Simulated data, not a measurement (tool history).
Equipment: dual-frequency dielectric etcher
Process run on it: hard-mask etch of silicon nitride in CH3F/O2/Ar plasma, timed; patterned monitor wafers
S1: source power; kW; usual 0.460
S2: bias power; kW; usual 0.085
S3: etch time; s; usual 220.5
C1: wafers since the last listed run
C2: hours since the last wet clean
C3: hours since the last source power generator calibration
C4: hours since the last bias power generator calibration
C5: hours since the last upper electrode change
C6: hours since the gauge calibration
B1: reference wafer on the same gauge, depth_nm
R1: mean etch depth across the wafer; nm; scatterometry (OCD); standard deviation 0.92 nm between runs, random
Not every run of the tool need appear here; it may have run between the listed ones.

run   hour     S1     S2     S3   C1     C2      C3      C4      C5      C6     B1     R1
  1    0.0  0.460  0.085  220.5    0   57.2  3832.6  4878.4  3026.5  1304.9  177.9  171.5
  2   39.1  0.460  0.085  220.5  266   96.3  3871.7  4917.5  3065.6  1344.0  178.0  171.4
  3   69.7  0.460  0.085  220.5  208  126.9  3902.3  4948.1  3096.2  1374.6  177.9  172.6
  4  120.3  0.460  0.071  220.5  345  177.5  3952.9  4998.7  3146.8  1425.2  177.6  162.9
  5  162.9  0.460  0.080  220.5  290  220.1  3995.5  5041.3  3189.4  1467.8  178.3  170.6
  6  216.7  0.460  0.080  220.5  366  273.9  4049.3  5095.1  3243.2  1521.6  178.1  171.3
     289.0  -- source power generator calibrated
  7  289.5  0.460  0.080  220.5  469  346.7     0.5  5167.9  3316.0  1594.4  178.0  173.7
     356.4  -- wet clean of the chamber
  8  356.9  0.460  0.085  258.5  295    0.5    67.9  5235.3  3383.4  1661.8  177.9  196.4
  9  362.5  0.460  0.085  258.5   38    6.1    73.5  5240.9  3389.0  1667.4  178.2  199.1
     369.5  -- bias power generator calibrated
 10  410.6  0.460  0.085  258.5  300   54.2   121.6    41.1  3437.1  1715.5  177.9  197.4
 11  474.8  0.490  0.085  220.5  437  118.4   185.8   105.3  3501.3  1779.7  178.1  178.0
 12  536.8  0.460  0.101  281.0  422  180.4   247.8   167.3  3563.3  1841.7  178.3  237.7
     600.5  -- gauge calibrated
     603.1  -- upper electrode replaced
 13  603.6  0.460  0.085  220.5  291  247.2   314.6   234.1     0.5     3.1  177.6  174.8
 14  635.4  0.520  0.099  158.0  216  279.0   346.4   265.9    32.3    34.9  178.1  139.2
 15  686.1  0.380  0.067  256.0  345  329.7   397.1   316.6    83.0    85.6  178.4  174.7
 16  710.1  0.460  0.101  281.0  163  353.7   421.1   340.6   107.0   109.6  178.0  241.1
     744.5  -- wet clean of the chamber
 17  745.0  0.460  0.085  220.5   74    0.5   456.0   375.5   141.9   144.5  177.9  168.2
 18  779.1  0.370  0.071  184.5  232   34.6   490.1   409.6   176.0   178.6  177.7  119.6
 19  829.7  0.390  0.091  160.5  345   85.2   540.7   460.2   226.6   229.2  178.0  117.5
 20  883.2  0.460  0.091  220.5  364  138.7   594.2   513.7   280.1   282.7  178.3  174.8
 21  931.3  0.460  0.085  220.5  328  186.8   642.3   561.8   328.2   330.8  177.7  171.4

Estimate the outcome of run 22 from the log above:
 22  977.1  0.460  0.085  268.0  312  232.6  688.1  607.6  374.0  376.6   ?   ?

B1: 178.3
R1: 209.0 nm
Minus the tool's unlogged condition, the same run would have read R1 204.2 nm.

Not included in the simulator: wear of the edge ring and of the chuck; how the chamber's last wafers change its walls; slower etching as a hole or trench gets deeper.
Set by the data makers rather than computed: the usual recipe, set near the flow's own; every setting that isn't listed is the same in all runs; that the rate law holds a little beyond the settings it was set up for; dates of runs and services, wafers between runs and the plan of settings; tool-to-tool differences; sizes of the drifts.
